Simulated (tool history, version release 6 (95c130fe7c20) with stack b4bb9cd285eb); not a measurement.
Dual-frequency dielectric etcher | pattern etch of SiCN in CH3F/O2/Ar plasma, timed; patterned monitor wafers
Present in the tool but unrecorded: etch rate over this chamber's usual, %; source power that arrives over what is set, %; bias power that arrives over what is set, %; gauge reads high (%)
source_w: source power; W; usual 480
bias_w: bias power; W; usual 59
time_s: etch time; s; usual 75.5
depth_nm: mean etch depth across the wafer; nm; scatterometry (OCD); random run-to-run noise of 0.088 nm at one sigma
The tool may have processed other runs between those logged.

run,hour,source_w,bias_w,time_s,wafers since the last listed run,hours since the last wet clean,hours since the last source power generator calibration,hours since the last bias power generator calibration,hours since the last upper electrode change,hours since the gauge calibration,"read-back reference wafer on the same gauge, depth_nm",depth_nm
1,0.0,480,59,75.5,0,225.7,3177.4,2949.4,4623.3,778.9,28.56,26.33
2,68.5,480,59,75.5,629,294.2,3245.9,3017.9,4691.8,847.4,28.62,26.60
3,130.9,480,59,91.5,573,356.6,3308.3,3080.3,4754.2,909.8,28.70,32.24
4,160.8,480,59,91.5,274,386.5,3338.2,3110.2,4784.1,939.7,28.72,32.32
5,197.6,480,59,91.5,338,423.3,3375.0,3147.0,4820.9,976.5,28.78,32.43
# hour 227.9: wet clean of the chamber
# hour 253.7: gauge calibrated
6,254.1,480,59,75.5,298,26.2,3431.5,3203.5,4877.4,0.4,28.13,26.14
7,315.3,480,70,75.5,562,87.4,3492.7,3264.7,4938.6,61.6,28.13,28.30
8,359.4,480,70,75.5,405,131.5,3536.8,3308.8,4982.7,105.7,28.12,28.18
9,401.6,480,59,75.5,388,173.7,3579.0,3351.0,5024.9,147.9,28.14,26.07
10,448.7,480,59,75.5,433,220.8,3626.1,3398.1,5072.0,195.0,28.15,26.19
11,592.2,480,59,75.5,1319,364.3,3769.6,3541.6,5215.5,338.5,28.20,26.18
# hour 630.2: wet clean of the chamber
12,654.6,480,59,75.5,353,24.4,3832.0,3604.0,5277.9,400.9,28.22,26.34
13,725.4,480,67,75.5,651,95.2,3902.8,3674.8,5348.7,471.7,28.27,27.76
14,757.7,480,67,75.5,297,127.5,3935.1,3707.1,5381.0,504.0,28.28,27.84
15,800.3,480,67,75.5,391,170.1,3977.7,3749.7,5423.6,546.6,28.32,27.87
# hour 807.4: source power generator calibrated
16,963.2,370,51,75.5,1461,333.0,155.8,3912.6,5586.5,709.5,28.46,22.96
17,989.0,480,59,75.5,237,358.8,181.6,3938.4,5612.3,735.3,28.47,26.33
# hour 1049.1: wet clean of the chamber
18,1049.6,440,45,94.0,336,0.5,242.2,3999.0,5672.9,795.9,28.51,28.47
# hour 1060.3: gauge calibrated
# hour 1104.7: upper electrode replaced
19,1105.2,480,47,61.0,290,56.1,297.8,4054.6,0.5,44.9,28.18,19.15
# hour 1127.8: bias power generator calibrated
20,1138.3,480,59,75.5,267,89.2,330.9,10.5,33.6,78.0,28.19,26.23
21,1190.7,380,48,96.0,481,141.6,383.3,62.9,86.0,130.4,28.18,28.34
22,1240.9,480,47,61.0,461,191.8,433.5,113.1,136.2,180.6,28.22,19.11
23,1310.6,580,59,70.0,640,261.5,503.2,182.8,205.9,250.3,28.21,25.72
24,1358.8,480,59,75.5,443,309.7,551.4,231.0,254.1,298.5,28.24,26.22
# hour 1428.0: wet clean of the chamber
25,1428.5,480,59,63.0,420,0.5,621.1,300.7,323.8,368.2,28.25,21.99
26,1466.4,360,55,95.5,348,38.4,659.0,338.6,361.7,406.1,28.28,29.63
27,1492.1,540,71,89.5,236,64.1,684.7,364.3,387.4,431.8,28.31,35.21
28,1539.7,570,72,75.5,437,111.7,732.3,411.9,435.0,479.4,28.31,30.27
29,1611.4,480,63,55.5,659,183.4,804.0,483.6,506.7,551.1,28.39,19.98
30,1636.7,580,59,88.5,232,208.7,829.3,508.9,532.0,576.4,28.39,32.99

Results for each run, recomputed without the tool's hidden state and with each run's random variation untouched:
run,depth_nm
1,26.01
2,26.21
3,31.69
4,31.73
5,31.79
6,26.21
7,28.37
8,28.25
9,26.12
10,26.24
11,26.18
12,26.32
13,27.69
14,27.76
15,27.76
16,22.76
17,26.08
18,28.15
19,19.16
20,26.25
21,28.35
22,19.11
23,25.70
24,26.19
25,21.94
26,29.54
27,35.08
28,30.13
29,19.86
30,32.77

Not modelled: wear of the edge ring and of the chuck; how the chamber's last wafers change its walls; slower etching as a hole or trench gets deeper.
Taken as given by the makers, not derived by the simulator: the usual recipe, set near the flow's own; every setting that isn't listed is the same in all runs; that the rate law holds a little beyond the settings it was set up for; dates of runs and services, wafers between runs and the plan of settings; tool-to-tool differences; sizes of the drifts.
